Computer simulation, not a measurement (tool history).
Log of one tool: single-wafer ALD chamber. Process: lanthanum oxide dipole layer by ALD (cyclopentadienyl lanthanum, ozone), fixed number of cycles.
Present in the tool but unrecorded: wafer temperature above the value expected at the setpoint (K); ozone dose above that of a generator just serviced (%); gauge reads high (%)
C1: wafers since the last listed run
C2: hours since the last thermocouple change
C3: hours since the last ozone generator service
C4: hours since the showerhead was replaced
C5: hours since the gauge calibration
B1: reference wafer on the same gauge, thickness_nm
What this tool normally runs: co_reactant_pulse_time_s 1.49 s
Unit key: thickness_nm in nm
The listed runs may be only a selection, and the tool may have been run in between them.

{"run": 1, "hour": 0.0, "co_reactant_pulse_time_s": 1.65, "C1": 0, "C2": 1705.3, "C3": 1749.8, "C4": 3094.1, "C5": 698.3, "B1": 0.654, "thickness_nm": 0.632}
{"run": 2, "hour": 34.4, "co_reactant_pulse_time_s": 1.81, "C1": 912, "C2": 1739.7, "C3": 1784.2, "C4": 3128.5, "C5": 732.7, "B1": 0.656, "thickness_nm": 0.639}
{"run": 3, "hour": 54.7, "co_reactant_pulse_time_s": 1.81, "C1": 538, "C2": 1760, "C3": 1804.5, "C4": 3148.8, "C5": 753, "B1": 0.655, "thickness_nm": 0.644}
{"run": 4, "hour": 82.5, "co_reactant_pulse_time_s": 1.81, "C1": 737, "C2": 1787.8, "C3": 1832.3, "C4": 3176.6, "C5": 780.8, "B1": 0.656, "thickness_nm": 0.641}
{"run": 5, "hour": 104.8, "co_reactant_pulse_time_s": 1.84, "C1": 591, "C2": 1810.1, "C3": 1854.6, "C4": 3198.9, "C5": 803.1, "B1": 0.656, "thickness_nm": 0.642}
{"run": 6, "hour": 136.6, "co_reactant_pulse_time_s": 1.84, "C1": 843, "C2": 1841.9, "C3": 1886.4, "C4": 3230.7, "C5": 834.9, "B1": 0.655, "thickness_nm": 0.642}
{"run": 7, "hour": 157.8, "co_reactant_pulse_time_s": 1.64, "C1": 562, "C2": 1863.1, "C3": 1907.6, "C4": 3251.9, "C5": 856.1, "B1": 0.654, "thickness_nm": 0.625}
{"run": 8, "hour": 173.4, "co_reactant_pulse_time_s": 1.64, "C1": 413, "C2": 1878.7, "C3": 1923.2, "C4": 3267.5, "C5": 871.7, "B1": 0.656, "thickness_nm": 0.626}
{"hour": 196.6, "done": "showerhead replaced"}
{"run": 9, "hour": 197.1, "co_reactant_pulse_time_s": 1.16, "C1": 416, "C2": 1902.4, "C3": 1946.9, "C4": 0.5, "C5": 895.4, "B1": 0.656, "thickness_nm": 0.562}
{"run": 10, "hour": 221.7, "co_reactant_pulse_time_s": 1.49, "C1": 652, "C2": 1927, "C3": 1971.5, "C4": 25.1, "C5": 920, "B1": 0.656, "thickness_nm": 0.612}
{"run": 11, "hour": 240.5, "co_reactant_pulse_time_s": 1.49, "C1": 498, "C2": 1945.8, "C3": 1990.3, "C4": 43.9, "C5": 938.8, "B1": 0.658, "thickness_nm": 0.609}
{"hour": 266.3, "done": "thermocouple changed; heater temperature recalibrated"}
{"run": 12, "hour": 272.5, "co_reactant_pulse_time_s": 0.92, "C1": 636, "C2": 6.2, "C3": 2022.3, "C4": 75.9, "C5": 970.8, "B1": 0.656, "thickness_nm": 0.505}
{"run": 13, "hour": 285.6, "co_reactant_pulse_time_s": 1.49, "C1": 347, "C2": 19.3, "C3": 2035.4, "C4": 89, "C5": 983.9, "B1": 0.657, "thickness_nm": 0.612}
{"run": 14, "hour": 314.9, "co_reactant_pulse_time_s": 1.49, "C1": 776, "C2": 48.6, "C3": 2064.7, "C4": 118.3, "C5": 1013.2, "B1": 0.655, "thickness_nm": 0.609}
{"run": 15, "hour": 344.9, "co_reactant_pulse_time_s": 1.05, "C1": 795, "C2": 78.6, "C3": 2094.7, "C4": 148.3, "C5": 1043.2, "B1": 0.656, "thickness_nm": 0.534}
{"run": 16, "hour": 378.5, "co_reactant_pulse_time_s": 1.32, "C1": 890, "C2": 112.2, "C3": 2128.3, "C4": 181.9, "C5": 1076.8, "B1": 0.657, "thickness_nm": 0.583}
{"hour": 399.5, "done": "ozone generator serviced"}
{"run": 17, "hour": 400.0, "co_reactant_pulse_time_s": 1.17, "C1": 357, "C2": 133.7, "C3": 0.5, "C4": 203.4, "C5": 1098.3, "B1": 0.655, "thickness_nm": 0.612}
{"run": 18, "hour": 427.5, "co_reactant_pulse_time_s": 1.34, "C1": 729, "C2": 161.2, "C3": 28, "C4": 230.9, "C5": 1125.8, "B1": 0.656, "thickness_nm": 0.632}
{"run": 19, "hour": 463.0, "co_reactant_pulse_time_s": 0.91, "C1": 941, "C2": 196.7, "C3": 63.5, "C4": 266.4, "C5": 1161.3, "B1": 0.656, "thickness_nm": 0.559}
{"run": 20, "hour": 497.4, "co_reactant_pulse_time_s": 1.74, "C1": 912, "C2": 231.1, "C3": 97.9, "C4": 300.8, "C5": 1195.7, "B1": 0.656, "thickness_nm": 0.657}
{"run": 21, "hour": 526.9, "co_reactant_pulse_time_s": 1.03, "C1": 782, "C2": 260.6, "C3": 127.4, "C4": 330.3, "C5": 1225.2, "B1": 0.657, "thickness_nm": 0.583}
{"run": 22, "hour": 552.6, "co_reactant_pulse_time_s": 1.49, "C1": 681, "C2": 286.3, "C3": 153.1, "C4": 356, "C5": 1250.9, "B1": 0.657, "thickness_nm": 0.639}
{"run": 23, "hour": 586.3, "co_reactant_pulse_time_s": 0.94, "C1": 893, "C2": 320, "C3": 186.8, "C4": 389.7, "C5": 1284.6, "B1": 0.657, "thickness_nm": 0.561}
{"run": 24, "hour": 617.6, "co_reactant_pulse_time_s": 1.49, "C1": 829, "C2": 351.3, "C3": 218.1, "C4": 421, "C5": 1315.9, "B1": 0.656, "thickness_nm": 0.64}
{"hour": 628.8, "done": "gauge calibrated"}
{"run": 25, "hour": 645.8, "co_reactant_pulse_time_s": 2, "C1": 747, "C2": 379.5, "C3": 246.3, "C4": 449.2, "C5": 17, "B1": 0.656, "thickness_nm": 0.663}
{"run": 26, "hour": 659.4, "co_reactant_pulse_time_s": 1.49, "C1": 360, "C2": 393.1, "C3": 259.9, "C4": 462.8, "C5": 30.6, "B1": 0.655, "thickness_nm": 0.643}
{"run": 27, "hour": 695.0, "co_reactant_pulse_time_s": 1.85, "C1": 943, "C2": 428.7, "C3": 295.5, "C4": 498.4, "C5": 66.2, "B1": 0.656, "thickness_nm": 0.662}
{"run": 28, "hour": 724.3, "co_reactant_pulse_time_s": 0.93, "C1": 776, "C2": 458, "C3": 324.8, "C4": 527.7, "C5": 95.5, "B1": 0.657, "thickness_nm": 0.558}
{"run": 29, "hour": 756.3, "co_reactant_pulse_time_s": 1.2, "C1": 848, "C2": 490, "C3": 356.8, "C4": 559.7, "C5": 127.5, "B1": 0.657, "thickness_nm": 0.606}
{"run": 30, "hour": 786.3, "co_reactant_pulse_time_s": 1.82, "C1": 795, "C2": 520, "C3": 386.8, "C4": 589.7, "C5": 157.5, "B1": 0.655, "thickness_nm": 0.656}
{"run": 31, "hour": 817.8, "co_reactant_pulse_time_s": 1.49, "C1": 835, "C2": 551.5, "C3": 418.3, "C4": 621.2, "C5": 189, "B1": 0.656, "thickness_nm": 0.639}
{"run": 32, "hour": 850.7, "co_reactant_pulse_time_s": 1.49, "C1": 872, "C2": 584.4, "C3": 451.2, "C4": 654.1, "C5": 221.9, "B1": 0.657, "thickness_nm": 0.64}
{"run": 33, "hour": 870.6, "co_reactant_pulse_time_s": 0.96, "C1": 527, "C2": 604.3, "C3": 471.1, "C4": 674, "C5": 241.8, "B1": 0.655, "thickness_nm": 0.564}
{"run": 34, "hour": 891.3, "co_reactant_pulse_time_s": 0.9, "C1": 548, "C2": 625, "C3": 491.8, "C4": 694.7, "C5": 262.5, "B1": 0.655, "thickness_nm": 0.544}
{"run": 35, "hour": 912.6, "co_reactant_pulse_time_s": 1.23, "C1": 564, "C2": 646.3, "C3": 513.1, "C4": 716, "C5": 283.8, "B1": 0.656, "thickness_nm": 0.607}

Selected run-to-run steps in thickness_nm, each split into two signed amounts: the part the tool would show with no hidden state at all (from settings, incoming material and random variation), and the remainder, which goes to the hidden state together with any gauge scatter not common to the measured and the hidden-state-free results:
Run 11 -> 12: co_reactant_pulse_time_s 1.49 -> 0.92, thermocouple changed; heater temperature recalibrated. thickness_nm -0.104 nm: hidden state -0.026, all else -0.078.
Run 12 -> 13: co_reactant_pulse_time_s 0.92 -> 1.49. thickness_nm +0.107 nm: hidden state +0.025, all else +0.082.
Run 16 -> 17: co_reactant_pulse_time_s 1.32 -> 1.17, ozone generator serviced. thickness_nm +0.029 nm: hidden state +0.045, all else -0.016.
Run 27 -> 28: co_reactant_pulse_time_s 1.85 -> 0.93. thickness_nm -0.104 nm: hidden state -0.008, all else -0.096.

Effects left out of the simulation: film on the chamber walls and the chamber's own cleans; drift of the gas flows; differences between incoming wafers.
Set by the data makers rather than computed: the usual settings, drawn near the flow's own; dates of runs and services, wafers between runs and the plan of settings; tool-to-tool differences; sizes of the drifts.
